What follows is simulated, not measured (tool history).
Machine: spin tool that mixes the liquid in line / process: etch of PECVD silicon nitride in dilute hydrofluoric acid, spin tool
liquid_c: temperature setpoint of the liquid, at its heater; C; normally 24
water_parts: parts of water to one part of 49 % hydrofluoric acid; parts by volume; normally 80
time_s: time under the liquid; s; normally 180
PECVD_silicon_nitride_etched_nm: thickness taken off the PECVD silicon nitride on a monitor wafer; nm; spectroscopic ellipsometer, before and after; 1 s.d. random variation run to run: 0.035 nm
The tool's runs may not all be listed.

run	day	liquid_c	water_parts	time_s	read-back film thickness of the PECVD silicon nitride reference wafer, read on the same gauge (nm)	PECVD_silicon_nitride_etched_nm
1	0	25.5	80	180	29.98	6.77
2	1.942	25.5	80	180	30	6.78
3	4.438	25.5	80	180	30	6.81
4	7.458	24	80	180	30	6.17
5	11.95	24	80	180	29.99	6.07
6	15.088	21.5	80	180	29.99	5.16
# day 19.408: thermometer replaced
# day 23.279: hydrofluoric acid flow meter replaced
7	28.092	24	100	180	29.98	5.11
8	31.512	24	45	180	30	11.18
9	33.658	24	80	180	30	6.34
10	35.779	28	45	150	30	12.17
11	38.979	24	40	130	29.99	9.1
# day 39.592: gauge calibrated
12	42.167	25.5	95	140	30.03	4.58
13	44.904	19.5	45	95	30	4.27
14	49.292	26	45	180	29.98	12.69
15	52.546	19.5	95	100	29.99	2.17

What was the tool's hidden state at every run in the log?
hydrofluoric acid flow below the setpoint (%): 0, the same for each run
gauge reads high (%): 0, the same for each run
H1: liquid colder than its thermometer reads (K)
run	H1
1	0.817
2	0.841
3	0.872
4	0.909
5	0.964
6	1
7	0.27
8	0.313
9	0.339
10	0.365
11	0.405
12	0.444
13	0.478
14	0.532
15	0.572
